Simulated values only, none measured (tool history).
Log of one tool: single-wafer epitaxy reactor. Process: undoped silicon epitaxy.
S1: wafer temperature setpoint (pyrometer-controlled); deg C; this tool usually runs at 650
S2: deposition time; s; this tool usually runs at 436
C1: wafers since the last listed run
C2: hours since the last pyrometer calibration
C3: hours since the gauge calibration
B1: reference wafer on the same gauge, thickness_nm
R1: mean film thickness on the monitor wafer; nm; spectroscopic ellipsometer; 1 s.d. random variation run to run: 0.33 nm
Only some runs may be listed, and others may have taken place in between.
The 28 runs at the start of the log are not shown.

run     day   S1   S2   C1     C2     C3      B1      R1
 29  33.496  650  436   70  228.4  223.9  76.984  71.432
 30  34.212  636  510   55  245.6  241.1  76.849  63.603
 31   35.45  654  372   95  275.3  270.8  76.933  66.176
 32  36.283  656  502   64  295.3  290.8  76.934  93.438
 33  37.617  650  436  103  327.3  322.8  76.979  71.867
 34  38.875  650  436   97  357.5    353  77.065  71.989
 35  40.275  662  468  108  391.1  386.6  76.957  96.771
 36  41.042  639  498   59  409.5    405  76.908  65.561
 37  42.462  650  436  109  443.6  439.1   76.76  71.133
 38  43.729  636  371   97    474  469.5  76.732  45.527
 39  44.433  644  496   54  490.9  486.4  76.755  72.059
 40  45.896  656  388  112    526  521.5  76.952   70.81
 41  46.425  650  436   40  538.7  534.2  76.977   71.08
 42    47.6  650  436   90  566.9  562.4  76.948   71.14
 43  48.708  650  436   85  593.5    589  76.707  71.911
 44   49.95  650  436   95  623.3  618.8  76.889  71.276
 45  50.475  650  436   40  635.9  631.4  76.969  70.967
 46  51.933  644  502  112  670.9  666.4  77.013  72.258

What if the next run were any one of these 5? Each begins from the tool's condition after run 46:
  A  51.954  654  436   1  671.4  666.9   ?   ?
  B  51.954  644  486   1  671.4  666.9   ?   ?
  C  51.954  650  484   1  671.4  666.9   ?   ?
  D  51.954  644  353   1  671.4  666.9   ?   ?
  E  51.954  662  351   1  671.4  666.9   ?   ?

run      B1      R1
  A  76.775  77.712
  B  76.775  71.086
  C  76.775  79.746
  D  76.775  51.633
  E  76.775  73.079
Without the tool's unlogged condition, the same runs would have read:
run      R1
  A  78.377
  B  71.707
  C  80.434
  D  52.084
  E  73.695
